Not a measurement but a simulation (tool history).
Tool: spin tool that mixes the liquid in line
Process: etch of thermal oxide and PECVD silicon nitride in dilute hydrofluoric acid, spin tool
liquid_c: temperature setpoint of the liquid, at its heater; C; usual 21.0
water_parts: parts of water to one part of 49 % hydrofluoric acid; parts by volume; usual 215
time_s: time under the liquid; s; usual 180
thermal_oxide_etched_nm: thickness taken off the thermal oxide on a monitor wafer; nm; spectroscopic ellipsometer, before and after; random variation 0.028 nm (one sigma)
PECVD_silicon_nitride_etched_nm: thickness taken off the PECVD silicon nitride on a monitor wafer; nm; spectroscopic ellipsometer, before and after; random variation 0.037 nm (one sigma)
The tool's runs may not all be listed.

run    hour  liquid_c  water_parts  time_s  read-back film thickness of the thermal oxide reference wafer, read on the same gauge (nm)  read-back film thickness of the PECVD silicon nitride reference wafer, read on the same gauge (nm)  thermal_oxide_etched_nm  PECVD_silicon_nitride_etched_nm
  1     0.0      21.0          215     180                                                                                     110.001                                                                                              29.988                    3.592                            1.510
       28.5  -- hydrofluoric acid flow meter replaced
  2    69.8      21.0          215     180                                                                                     109.988                                                                                              29.976                    3.361                            1.542
  3   130.9      22.5          215     255                                                                                     110.017                                                                                              30.004                    5.040                            2.315
  4   180.5      19.0          215     110                                                                                     110.009                                                                                              30.046                    1.923                            0.831
  5   221.4      21.0          215     105                                                                                     109.982                                                                                              30.021                    2.005                            0.909
  6   326.7      21.0          215     105                                                                                     109.982                                                                                              30.054                    1.987                            0.927
  7   381.8      21.0          215     110                                                                                     110.015                                                                                              29.996                    2.113                            1.006
  8   484.5      21.0          215     110                                                                                     109.965                                                                                              30.029                    2.146                            0.976
  9   558.9      21.0          215     180                                                                                     110.014                                                                                              30.010                    3.536                            1.722
 10   642.7      21.0          215     180                                                                                     110.021                                                                                              29.965                    3.585                            1.592
 11   682.0      21.0          215     180                                                                                     109.994                                                                                              30.013                    3.617                            1.684
 12   725.3      21.0          215     180                                                                                     109.978                                                                                              30.015                    3.604                            1.638
      765.1  -- hydrofluoric acid flow meter replaced
 13   814.2      19.5          320     180                                                                                     109.993                                                                                              29.999                    2.003                            0.942
 14   904.0      21.0          215     180                                                                                     110.014                                                                                              30.013                    3.555                            1.583
     1038.8  -- gauge calibrated
 15  1194.0      24.5          260     290                                                                                     110.002                                                                                              29.948                    5.268                            2.789
     1209.8  -- thermometer replaced
 16  1404.5      17.5          305     180                                                                                     110.005                                                                                              29.945                    1.954                            0.894
 17  1480.9      21.0          215     105                                                                                     110.016                                                                                              30.030                    2.032                            0.879
     1522.1  -- hydrofluoric acid flow meter replaced
 18  1579.3      25.5          255      90                                                                                     110.010                                                                                              29.983                    1.596                            0.847
 19  1661.2      22.5          115      85                                                                                     110.009                                                                                              29.978                    3.487                            1.402
 20  1746.6      17.0          215     125                                                                                     110.015                                                                                              30.043                    2.011                            0.805
 21  1842.5      19.0          215     110                                                                                     109.990                                                                                              29.975                    1.940                            0.808
 22  1912.5      23.5          215     120                                                                                     110.001                                                                                              29.956                    2.535                            1.188
 23  1994.0      18.0          215     260                                                                                     109.986                                                                                              29.999                    4.526                            1.897
 24  2065.0      19.5          215     180                                                                                     109.979                                                                                              30.017                    3.339                            1.430
 25  2116.9      23.0          215     180                                                                                     110.010                                                                                              30.026                    3.794                            1.782

3 ways to go on from here, each from the tool as it stands after run 25. What would each give?
  A  2117.4      21.0          215     180                                                                                           ?                                                                                                   ?                        ?                                ?
  B  2117.4      26.0          135     285                                                                                           ?                                                                                                   ?                        ?                                ?
  C  2117.4      25.5          215     180                                                                                           ?                                                                                                   ?                        ?                                ?

run  read-back film thickness of the thermal oxide reference wafer, read on the same gauge (nm)  read-back film thickness of the PECVD silicon nitride reference wafer, read on the same gauge (nm)  thermal_oxide_etched_nm  PECVD_silicon_nitride_etched_nm
  A                                                                                     110.005                                                                                              30.030                    3.490                            1.612
  B                                                                                     110.005                                                                                              30.030                   11.591                            5.571
  C                                                                                     110.005                                                                                              30.030                    4.114                            2.139
Without the tool's hidden state the same runs would have given:
run  thermal_oxide_etched_nm  PECVD_silicon_nitride_etched_nm
  A                    3.193                            1.438
  B                   10.622                            4.968
  C                    3.771                            1.912
